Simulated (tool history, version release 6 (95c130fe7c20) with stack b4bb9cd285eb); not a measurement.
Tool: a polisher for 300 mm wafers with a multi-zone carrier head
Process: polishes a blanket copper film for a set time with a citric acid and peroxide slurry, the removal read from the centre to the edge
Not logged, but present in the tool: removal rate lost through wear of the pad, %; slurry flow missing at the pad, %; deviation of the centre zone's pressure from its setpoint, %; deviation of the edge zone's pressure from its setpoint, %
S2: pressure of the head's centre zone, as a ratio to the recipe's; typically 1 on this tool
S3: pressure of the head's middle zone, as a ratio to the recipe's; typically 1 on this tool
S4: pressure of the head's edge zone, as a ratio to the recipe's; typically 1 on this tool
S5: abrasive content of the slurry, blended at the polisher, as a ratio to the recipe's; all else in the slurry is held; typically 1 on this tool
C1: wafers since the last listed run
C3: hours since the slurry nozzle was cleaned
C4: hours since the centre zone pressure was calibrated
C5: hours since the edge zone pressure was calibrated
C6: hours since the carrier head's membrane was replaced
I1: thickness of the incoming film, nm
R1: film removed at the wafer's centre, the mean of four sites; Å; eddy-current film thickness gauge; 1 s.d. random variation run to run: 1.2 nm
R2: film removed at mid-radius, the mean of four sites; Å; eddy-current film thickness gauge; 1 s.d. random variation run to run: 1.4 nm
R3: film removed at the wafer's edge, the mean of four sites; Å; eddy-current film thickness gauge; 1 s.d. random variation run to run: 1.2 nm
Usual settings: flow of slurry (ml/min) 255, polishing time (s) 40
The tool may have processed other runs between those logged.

{"run": 1, "hour": 0.0, "flow of slurry (ml/min)": 255, "S2": 1, "S3": 1, "S4": 1, "S5": 1, "polishing time (s)": 40, "C1": 0, "wafers polished on this pad": 145, "C3": 482.5, "C4": 800.1, "C5": 648.3, "C6": 1813.7, "I1": 613, "R1": 990, "R2": 991, "R3": 977}
{"run": 2, "hour": 29.5, "flow of slurry (ml/min)": 255, "S2": 1, "S3": 1, "S4": 1, "S5": 1, "polishing time (s)": 40, "C1": 257, "wafers polished on this pad": 402, "C3": 512, "C4": 829.6, "C5": 677.8, "C6": 1843.2, "I1": 614.2, "R1": 971, "R2": 954, "R3": 1011}
{"run": 3, "hour": 66.3, "flow of slurry (ml/min)": 255, "S2": 1, "S3": 1, "S4": 1, "S5": 1, "polishing time (s)": 40, "C1": 320, "wafers polished on this pad": 723, "C3": 548.8, "C4": 866.4, "C5": 714.6, "C6": 1880, "I1": 607.2, "R1": 982, "R2": 925, "R3": 977}
{"run": 4, "hour": 108.3, "flow of slurry (ml/min)": 255, "S2": 1, "S3": 1, "S4": 1, "S5": 1, "polishing time (s)": 40, "C1": 366, "wafers polished on this pad": 1089, "C3": 590.8, "C4": 908.4, "C5": 756.6, "C6": 1922, "I1": 609.3, "R1": 952, "R2": 938, "R3": 960}
{"hour": 173.5, "done": "worn pad replaced by a new one"}
{"run": 5, "hour": 174.0, "flow of slurry (ml/min)": 255, "S2": 1, "S3": 1, "S4": 1, "S5": 1, "polishing time (s)": 40, "C1": 537, "wafers polished on this pad": 4, "C3": 656.5, "C4": 974.1, "C5": 822.3, "C6": 1987.7, "I1": 612.2, "R1": 898, "R2": 905, "R3": 958}
{"hour": 193.4, "done": "centre zone pressure recalibrated"}
{"run": 6, "hour": 203.3, "flow of slurry (ml/min)": 255, "S2": 1, "S3": 1, "S4": 1, "S5": 1, "polishing time (s)": 40, "C1": 238, "wafers polished on this pad": 242, "C3": 685.8, "C4": 9.9, "C5": 851.6, "C6": 2017, "I1": 607, "R1": 895, "R2": 895, "R3": 922}
{"hour": 217.0, "done": "slurry nozzle cleaned"}
{"run": 7, "hour": 246.5, "flow of slurry (ml/min)": 255, "S2": 1, "S3": 1, "S4": 1, "S5": 1, "polishing time (s)": 40, "C1": 367, "wafers polished on this pad": 610, "C3": 29.5, "C4": 53.1, "C5": 894.8, "C6": 2060.2, "I1": 610.1, "R1": 1037, "R2": 999, "R3": 1034}
{"run": 8, "hour": 299.9, "flow of slurry (ml/min)": 255, "S2": 1, "S3": 1, "S4": 1, "S5": 1, "polishing time (s)": 40, "C1": 465, "wafers polished on this pad": 1076, "C3": 82.9, "C4": 106.5, "C5": 948.2, "C6": 2113.6, "I1": 603, "R1": 1031, "R2": 1031, "R3": 1037}
{"hour": 346.3, "done": "carrier head's membrane replaced by a new one"}
{"run": 9, "hour": 348.3, "flow of slurry (ml/min)": 255, "S2": 1, "S3": 1, "S4": 0.89, "S5": 1, "polishing time (s)": 40, "C1": 378, "wafers polished on this pad": 1454, "C3": 131.3, "C4": 154.9, "C5": 996.6, "C6": 2, "I1": 603.3, "R1": 1021, "R2": 1026, "R3": 955}
{"hour": 353.9, "done": "worn pad replaced by a new one"}
{"hour": 377.6, "done": "edge zone pressure recalibrated"}
{"run": 10, "hour": 383.4, "flow of slurry (ml/min)": 255, "S2": 1, "S3": 1.05, "S4": 1, "S5": 1, "polishing time (s)": 49, "C1": 253, "wafers polished on this pad": 239, "C3": 166.4, "C4": 190, "C5": 5.8, "C6": 37.1, "I1": 605.5, "R1": 1247, "R2": 1309, "R3": 1255}
{"run": 11, "hour": 432.7, "flow of slurry (ml/min)": 255, "S2": 1, "S3": 0.95, "S4": 1, "S5": 1, "polishing time (s)": 40, "C1": 429, "wafers polished on this pad": 669, "C3": 215.7, "C4": 239.3, "C5": 55.1, "C6": 86.4, "I1": 609.2, "R1": 1025, "R2": 948, "R3": 1016}
{"run": 12, "hour": 484.0, "flow of slurry (ml/min)": 255, "S2": 1, "S3": 1.1, "S4": 1, "S5": 0.85, "polishing time (s)": 40, "C1": 447, "wafers polished on this pad": 1116, "C3": 267, "C4": 290.6, "C5": 106.4, "C6": 137.7, "I1": 611.8, "R1": 1003, "R2": 1058, "R3": 977}
{"run": 13, "hour": 529.2, "flow of slurry (ml/min)": 255, "S2": 1.08, "S3": 1, "S4": 1, "S5": 0.75, "polishing time (s)": 40, "C1": 394, "wafers polished on this pad": 1511, "C3": 312.2, "C4": 335.8, "C5": 151.6, "C6": 182.9, "I1": 610, "R1": 1025, "R2": 969, "R3": 973}
{"run": 14, "hour": 574.9, "flow of slurry (ml/min)": 170, "S2": 1, "S3": 1, "S4": 1, "S5": 1, "polishing time (s)": 40, "C1": 398, "wafers polished on this pad": 1909, "C3": 357.9, "C4": 381.5, "C5": 197.3, "C6": 228.6, "I1": 608.8, "R1": 936, "R2": 928, "R3": 936}
{"hour": 586.4, "done": "worn pad replaced by a new one"}
{"run": 15, "hour": 604.4, "flow of slurry (ml/min)": 255, "S2": 0.89, "S3": 0.95, "S4": 1.1, "S5": 1, "polishing time (s)": 40, "C1": 222, "wafers polished on this pad": 157, "C3": 387.4, "C4": 411, "C5": 226.8, "C6": 258.1, "I1": 617.4, "R1": 952, "R2": 975, "R3": 1061}
{"run": 16, "hour": 657.9, "flow of slurry (ml/min)": 255, "S2": 1, "S3": 1, "S4": 0.9, "S5": 0.8, "polishing time (s)": 29, "C1": 466, "wafers polished on this pad": 623, "C3": 440.9, "C4": 464.5, "C5": 280.3, "C6": 311.6, "I1": 611, "R1": 711, "R2": 684, "R3": 652}
{"run": 17, "hour": 697.0, "flow of slurry (ml/min)": 175, "S2": 1, "S3": 1, "S4": 1.09, "S5": 1, "polishing time (s)": 48, "C1": 340, "wafers polished on this pad": 964, "C3": 480, "C4": 503.6, "C5": 319.4, "C6": 350.7, "I1": 613.4, "R1": 1086, "R2": 1066, "R3": 1184}
{"run": 18, "hour": 724.8, "flow of slurry (ml/min)": 255, "S2": 1, "S3": 1, "S4": 1, "S5": 1, "polishing time (s)": 40, "C1": 242, "wafers polished on this pad": 1206, "C3": 507.8, "C4": 531.4, "C5": 347.2, "C6": 378.5, "I1": 615, "R1": 988, "R2": 988, "R3": 983}
{"run": 19, "hour": 766.4, "flow of slurry (ml/min)": 255, "S2": 1, "S3": 1.1, "S4": 1, "S5": 0.85, "polishing time (s)": 40, "C1": 362, "wafers polished on this pad": 1569, "C3": 549.4, "C4": 573, "C5": 388.8, "C6": 420.1, "I1": 617, "R1": 943, "R2": 1032, "R3": 966}
{"hour": 801.2, "done": "worn pad replaced by a new one"}
{"run": 20, "hour": 821.2, "flow of slurry (ml/min)": 255, "S2": 1, "S3": 1.05, "S4": 1, "S5": 1.25, "polishing time (s)": 48, "C1": 442, "wafers polished on this pad": 174, "C3": 604.2, "C4": 627.8, "C5": 443.6, "C6": 474.9, "I1": 609.9, "R1": 1196, "R2": 1227, "R3": 1204}
{"hour": 852.9, "done": "slurry nozzle cleaned"}
{"run": 21, "hour": 865.4, "flow of slurry (ml/min)": 300, "S2": 1.09, "S3": 1, "S4": 1, "S5": 0.8, "polishing time (s)": 40, "C1": 376, "wafers polished on this pad": 550, "C3": 12.5, "C4": 672, "C5": 487.8, "C6": 519.1, "I1": 598.9, "R1": 1069, "R2": 1010, "R3": 1024}

Run by run, hidden condition taken away, random variation retained:
run=1 R1=1041 R2=1037 R3=1011
run=2 R1=1029 R2=1006 R3=1052
run=3 R1=1054 R2=985 R3=1024
run=4 R1=1040 R2=1015 R3=1018
run=5 R1=1020 R2=1014 R3=1040
run=6 R1=1041 R2=1023 R3=1016
run=7 R1=1037 R2=999 R3=1034
run=8 R1=1032 R2=1032 R3=1038
run=9 R1=1024 R2=1029 R3=956
run=10 R1=1252 R2=1314 R3=1258
run=11 R1=1032 R2=954 R3=1021
run=12 R1=1014 R2=1069 R3=984
run=13 R1=1041 R2=982 R3=984
run=14 R1=967 R2=955 R3=956
run=15 R1=976 R2=997 R3=1079
run=16 R1=736 R2=706 R3=668
run=17 R1=1159 R2=1129 R3=1234
run=18 R1=1038 R2=1033 R3=1016
run=19 R1=1004 R2=1092 R3=1007
run=20 R1=1301 R2=1324 R3=1273
run=21 R1=1070 R2=1011 R3=1024

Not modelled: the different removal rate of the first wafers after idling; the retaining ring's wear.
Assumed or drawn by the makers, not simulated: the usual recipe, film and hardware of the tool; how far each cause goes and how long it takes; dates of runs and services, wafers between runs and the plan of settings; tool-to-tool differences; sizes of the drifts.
